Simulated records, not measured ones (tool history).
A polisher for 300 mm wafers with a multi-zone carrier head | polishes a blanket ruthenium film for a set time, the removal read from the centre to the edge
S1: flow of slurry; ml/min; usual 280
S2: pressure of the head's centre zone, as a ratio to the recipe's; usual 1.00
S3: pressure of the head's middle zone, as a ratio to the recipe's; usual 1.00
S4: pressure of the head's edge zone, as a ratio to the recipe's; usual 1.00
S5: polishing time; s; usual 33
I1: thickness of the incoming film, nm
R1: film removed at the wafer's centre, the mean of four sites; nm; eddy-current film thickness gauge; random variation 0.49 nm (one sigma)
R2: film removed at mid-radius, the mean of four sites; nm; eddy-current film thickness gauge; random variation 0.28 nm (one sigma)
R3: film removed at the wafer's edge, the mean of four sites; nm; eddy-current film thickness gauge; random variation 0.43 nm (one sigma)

Run 1, hour 0.0: usual settings but S5 29 s; I1 539.1. Result: R1 34.3 nm, R2 35.4 nm, R3 34.3 nm.
Run 2, hour 25.4: usual settings; I1 541.7. Result: R1 37.5 nm, R2 38.6 nm, R3 37.5 nm.
Run 3, hour 51.9: usual settings but S5 29 s; I1 549.6. Result: R1 32.0 nm, R2 33.1 nm, R3 32.4 nm.
Run 4, hour 64.1: usual settings but S1 220 ml/min; I1 558.9. Result: R1 34.7 nm, R2 36.2 nm, R3 35.1 nm.
Run 5, hour 91.9: usual settings but S1 325 ml/min, S2 0.91, S3 0.94, S4 0.91; I1 550.2. Result: R1 33.0 nm, R2 36.0 nm, R3 35.7 nm.
Run 6, hour 121.9: usual settings but S5 25 s; I1 553.1. Result: R1 27.6 nm, R2 28.0 nm, R3 27.4 nm.
At hour 128.1: slurry nozzle cleaned.
Run 7, hour 136.6: usual settings but S1 360 ml/min, S3 1.03, S4 0.92, S5 23 s; I1 557.9. Result: R1 25.6 nm, R2 26.8 nm, R3 25.1 nm.
Run 8, hour 166.0: usual settings but S3 0.91, S5 45 s; I1 550.5. Result: R1 48.8 nm, R2 45.9 nm, R3 49.1 nm.
At hour 198.6: worn pad replaced by a new one.
At hour 246.6: centre zone pressure recalibrated.
Run 9, hour 255.8: usual settings but S1 190 ml/min, S3 1.09, S4 1.07; I1 561.2. Result: R1 33.8 nm, R2 37.5 nm, R3 36.1 nm.
Run 10, hour 280.2: usual settings but S5 39 s; I1 551.7. Result: R1 43.0 nm, R2 44.2 nm, R3 44.2 nm.
Run 11, hour 301.2: usual settings but S1 345 ml/min, S2 1.06, S3 1.08, S4 0.91; I1 547.4. Result: R1 38.5 nm, R2 40.2 nm, R3 34.9 nm.
Run 12, hour 313.4: usual settings; I1 552.9. Result: R1 36.4 nm, R2 37.3 nm, R3 36.3 nm.
At hour 316.8: edge zone pressure recalibrated.
At hour 317.0: slurry nozzle cleaned.
Run 13, hour 331.1: usual settings; I1 554.9. Result: R1 36.0 nm, R2 36.8 nm, R3 36.0 nm.
Run 14, hour 345.0: usual settings; I1 545.5. Result: R1 35.5 nm, R2 36.6 nm, R3 35.8 nm.
Run 15, hour 370.5: usual settings but S1 380 ml/min, S3 0.94; I1 554.9. Result: R1 37.0 nm, R2 36.4 nm, R3 36.2 nm.
Run 16, hour 386.8: usual settings but S4 1.11; I1 542.0. Result: R1 35.1 nm, R2 36.6 nm, R3 37.5 nm.
At hour 398.6: worn pad replaced by a new one.
Run 17, hour 409.4: usual settings but S2 0.96, S4 0.91, S5 43 s; I1 550.8. Result: R1 48.1 nm, R2 52.2 nm, R3 49.9 nm.
Run 18, hour 441.5: usual settings but S2 0.93, S3 0.89, S4 1.03, S5 42 s; I1 546.3. Result: R1 43.4 nm, R2 44.6 nm, R3 48.2 nm.
Run 19, hour 474.4: usual settings; I1 558.6. Result: R1 36.9 nm, R2 37.6 nm, R3 37.3 nm.
Run 20, hour 488.0: usual settings but S2 0.96, S4 1.12; I1 540.0. Result: R1 34.1 nm, R2 37.1 nm, R3 39.0 nm.
Run 21, hour 529.1: usual settings; I1 543.7. Result: R1 36.2 nm, R2 37.1 nm, R3 36.6 nm.

Forecast each of these 5 alternatives for the next run:
Run A, hour 529.5: usual settings; I1 548.2. Result: R1 ?, R2 ?, R3 ?.
Run B, hour 529.5: usual settings but S3 0.91; I1 548.2. Result: R1 ?, R2 ?, R3 ?.
Run C, hour 529.5: usual settings but S5 26 s; I1 548.2. Result: R1 ?, R2 ?, R3 ?.
Run D, hour 529.5: usual settings but S2 0.91; I1 548.2. Result: R1 ?, R2 ?, R3 ?.
Run E, hour 529.5: usual settings but S4 1.09; I1 548.2. Result: R1 ?, R2 ?, R3 ?.

run    R1    R2    R3
  A  36.6  37.0  36.7
  B  36.5  34.2  36.8
  C  28.8  29.2  28.9
  D  33.2  37.1  36.7
  E  36.6  37.0  38.3
Without the tool's hidden state the same runs would have given:
run    R1    R2    R3
  A  40.0  40.5  40.2
  B  40.0  37.4  40.2
  C  31.5  31.9  31.7
  D  36.4  40.5  40.2
  E  40.0  40.5  41.9

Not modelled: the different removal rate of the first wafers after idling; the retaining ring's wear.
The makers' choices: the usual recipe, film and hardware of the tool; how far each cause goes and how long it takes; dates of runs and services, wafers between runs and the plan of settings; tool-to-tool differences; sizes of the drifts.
